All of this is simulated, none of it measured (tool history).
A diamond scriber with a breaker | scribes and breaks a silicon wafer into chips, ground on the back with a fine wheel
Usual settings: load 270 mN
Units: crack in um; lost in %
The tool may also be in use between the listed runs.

run   hour  load  incoming depth of the damage left on the back of the incoming wafer, um  crack  lost
  1      0   220                                                                     1.66  11.69  2.02
  2    6.3   220                                                                     1.92  11.94  2.29
  3   15.3   270                                                                     2.36  13.37  2.54
  4   31.4   270                                                                     2.48  13.44  2.68
  5   41.3   270                                                                     2.81  13.38     3
  6   56.2   270                                                                     1.62  13.45  2.31
  7   72.3   270                                                                     1.53  13.33  2.22
  8   82.9   219                                                                     1.55   11.9  1.99
  9   95.6   194                                                                     1.57  11.03  2.79
 10  101.7   328                                                                     2.22  15.16  4.93
 11  110.2   334                                                                     2.26  15.21  5.95
     122.5  -- load on the tip recalibrated
     158.1  -- diamond tip replaced by a new one
 12  163.4   334                                                                     1.63  14.55  3.66
 13  175.8   315                                                                     1.95   13.9   3.3
 14    193   307                                                                     2.02  13.85  2.87
 15  201.7   305                                                                     2.63  13.85  3.38
 16  219.2   222                                                                     2.93  11.58  3.95
 17  232.1   336                                                                     2.88  14.96   5.2

5 ways to go on from here, each from the tool as it stands after run 17. What would each give?
  A  232.7   349                                                                     1.71      ?     ?
  B  232.7   228                                                                     1.71      ?     ?
  C  232.7   295                                                                     1.71      ?     ?
  D  232.7   351                                                                     1.71      ?     ?
  E  232.7   190                                                                     1.71      ?     ?

run  crack  lost
  A  15.28  5.08
  B  11.82  2.09
  C  13.79  2.51
  D  15.33   5.2
  E  10.62  4.24
Without the tool's hidden state the same runs would have given:
run  crack  lost
  A  14.63  3.79
  B  11.32  2.72
  C   13.2  1.97
  D  14.68  3.88
  E  10.17  5.65
